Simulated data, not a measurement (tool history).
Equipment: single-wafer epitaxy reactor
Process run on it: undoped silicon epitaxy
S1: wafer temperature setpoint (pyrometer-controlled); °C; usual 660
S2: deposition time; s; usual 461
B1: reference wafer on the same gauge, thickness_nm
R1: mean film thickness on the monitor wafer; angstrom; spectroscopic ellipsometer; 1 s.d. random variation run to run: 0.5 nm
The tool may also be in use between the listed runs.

run 1 day=0 | S1=664 S2=461 | B1=89.663 | R1=1026.11
run 2 day=0.946 | S1=664 S2=461 | B1=89.744 | R1=1021.51
run 3 day=1.592 | S1=664 S2=461 | B1=89.7 | R1=1021.61
run 4 day=2.229 | S1=660 S2=461 | B1=89.646 | R1=946.56
run 5 day=3.662 | S1=660 S2=461 | B1=89.825 | R1=955.7
run 6 day=4.312 | S1=660 S2=461 | B1=89.702 | R1=949.95
run 7 day=5.154 | S1=660 S2=461 | B1=89.741 | R1=967.91
run 8 day=6.346 | S1=660 S2=461 | B1=89.702 | R1=959.5
run 9 day=7.812 | S1=660 S2=461 | B1=89.65 | R1=965.91
run 10 day=8.775 | S1=660 S2=461 | B1=89.772 | R1=965.03
run 11 day=9.696 | S1=652 S2=397 | B1=89.752 | R1=712.17
run 12 day=10.471 | S1=660 S2=531 | B1=89.553 | R1=1110.16
run 13 day=11.5 | S1=660 S2=461 | B1=89.713 | R1=964.98
run 14 day=12.358 | S1=660 S2=461 | B1=89.591 | R1=964.06
run 15 day=13.429 | S1=665 S2=461 | B1=89.648 | R1=1060.92
run 16 day=14.817 | S1=660 S2=461 | B1=89.706 | R1=964.32
run 17 day=15.788 | S1=660 S2=461 | B1=89.897 | R1=967.76
run 18 day=17.142 | S1=660 S2=461 | B1=89.846 | R1=941.1
run 19 day=17.671 | S1=660 S2=461 | B1=89.789 | R1=928.53
run 20 day=18.829 | S1=660 S2=461 | B1=89.745 | R1=943.81
run 21 day=20.021 | S1=660 S2=461 | B1=89.663 | R1=937.49
run 22 day=21.108 | S1=669 S2=404 | B1=89.609 | R1=972.43
run 23 day=22.304 | S1=660 S2=461 | B1=89.699 | R1=942.16
run 24 day=23.662 | S1=651 S2=461 | B1=89.733 | R1=787.48
run 25 day=27.579 | S1=651 S2=513 | B1=89.639 | R1=888.46
run 26 day=28.788 | S1=660 S2=435 | B1=89.648 | R1=887.87
run 27 day=30.188 | S1=650 S2=524 | B1=89.611 | R1=886.47
run 28 day=30.771 | S1=651 S2=499 | B1=89.694 | R1=853.03
run 29 day=31.617 | S1=652 S2=511 | B1=89.665 | R1=896.7
run 30 day=32.975 | S1=660 S2=461 | B1=89.686 | R1=943.71
run 31 day=34.112 | S1=647 S2=405 | B1=89.796 | R1=640.94
run 32 day=34.992 | S1=649 S2=369 | B1=89.725 | R1=613.92
run 33 day=35.525 | S1=660 S2=461 | B1=89.754 | R1=940.79
run 34 day=36.096 | S1=660 S2=370 | B1=89.608 | R1=754.59
run 35 day=36.721 | S1=660 S2=461 | B1=89.719 | R1=945.56
run 36 day=38.217 | S1=660 S2=461 | B1=89.804 | R1=945.64
run 37 day=38.825 | S1=670 S2=502 | B1=89.624 | R1=1239.44
run 38 day=40.433 | S1=660 S2=461 | B1=89.724 | R1=942.68
run 39 day=41.479 | S1=656 S2=541 | B1=89.744 | R1=1031.54
run 40 day=45.154 | S1=651 S2=513 | B1=89.722 | R1=888.85
run 41 day=46.475 | S1=660 S2=461 | B1=89.835 | R1=946.99
run 42 day=47.871 | S1=672 S2=545 | B1=89.721 | R1=1402.52

Missing from the log above: 2 entries noted between runs. For each, name the pair of listed runs it sits between and say how the tool's hidden condition differs from the listed run just before to the listed run just after:
In the gap between runs 17 and 18: pyrometer calibrated (day 16.596)
  wafer temperature above the value expected at the setpoint (K): 1.35 -> -0.166
  difference, measured minus the result without the unlogged condition, R1: +24.13 -> -2.94 angstrom
In the gap between runs 24 and 25: gauge calibrated (day 25.517)
  wafer temperature above the value expected at the setpoint (K): -0.136 -> -0.0937
  difference, measured minus the result without the unlogged condition, R1: -2.04 -> -1.59 angstrom
